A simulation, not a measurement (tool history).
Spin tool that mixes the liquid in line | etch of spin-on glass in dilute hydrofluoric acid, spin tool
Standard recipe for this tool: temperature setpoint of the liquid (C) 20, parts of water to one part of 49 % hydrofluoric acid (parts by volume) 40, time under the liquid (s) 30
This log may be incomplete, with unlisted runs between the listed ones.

run,hour,temperature setpoint of the liquid (C),parts of water to one part of 49 % hydrofluoric acid (parts by volume),time under the liquid (s),"read-back film thickness of the spin-on glass reference wafer, read on the same gauge (nm)",thickness taken off the spin-on glass on a monitor wafer (angstrom)
1,0,20,40,30,59.93,465.7
2,26.2,20,40,30,60.03,466.7
3,72.8,22,40,30,59.99,509.6
4,106.5,20,40,30,60.01,467.7
# hour 116.2: thermometer replaced
5,149.8,20,40,30,60,471.6
6,174.8,20,40,30,60,474.3
7,223.5,20,50,30,60.04,376.5
8,270.4,20,30,30,60,644.9
9,334.9,20,40,35,59.99,556.4
10,460.8,20,40,35,59.99,565.3
11,528,20,40,15,59.99,245
# hour 560.8: hydrofluoric acid flow meter replaced
12,584.3,20,60,40,60,400
# hour 595.1: gauge calibrated
13,623.8,20,25,30,59.96,751.1
14,658.9,20,50,15,60.05,185.1
15,723.8,20,45,40,59.97,550.5
16,794.4,20,60,30,60.01,303.3
17,859.1,20,55,15,60.01,170
18,914.7,24,40,15,60.01,281.2
19,965.1,17.5,30,15,59.95,287.9
20,1004.3,23.5,25,20,59.95,604.4
21,1053.8,20,45,30,60,427.8
22,1101.2,20,40,30,59.97,483.6
# hour 1116.2: hydrofluoric acid flow meter replaced
23,1159.3,20,40,40,60,619.2
24,1225.5,20,50,20,60.04,245.2
25,1293.5,20,40,45,59.98,710.8
26,1347.4,20,40,30,60.03,471
27,1416.1,21.5,55,20,60,240.5
28,1452.7,17.5,30,15,59.96,287
29,1502.1,20,40,30,60,479.1
30,1537,23.5,40,15,60.02,278.6
31,1598.8,20,25,15,59.97,394.3
32,1657.3,20,20,30,60.01,988.9
33,1701.4,20,40,30,59.99,490.3

What if the next run were any one of these 5? Each begins from the tool's condition after run 33:
A,1701.8,20,40,30,?,?
B,1701.8,21.5,40,30,?,?
C,1701.8,22.5,25,25,?,?
D,1701.8,17.5,40,35,?,?
E,1701.8,22.5,55,15,?,?

run,"read-back film thickness of the spin-on glass reference wafer, read on the same gauge (nm)",thickness taken off the spin-on glass on a monitor wafer (angstrom)
A,59.96,481.9
B,59.96,513.7
C,59.96,727.5
D,59.96,504.6
E,59.96,191.3
With no hidden state in the tool, these same runs would have given:
run,thickness taken off the spin-on glass on a monitor wafer (angstrom)
A,454.4
B,484.3
C,686.8
D,475.9
E,180.2
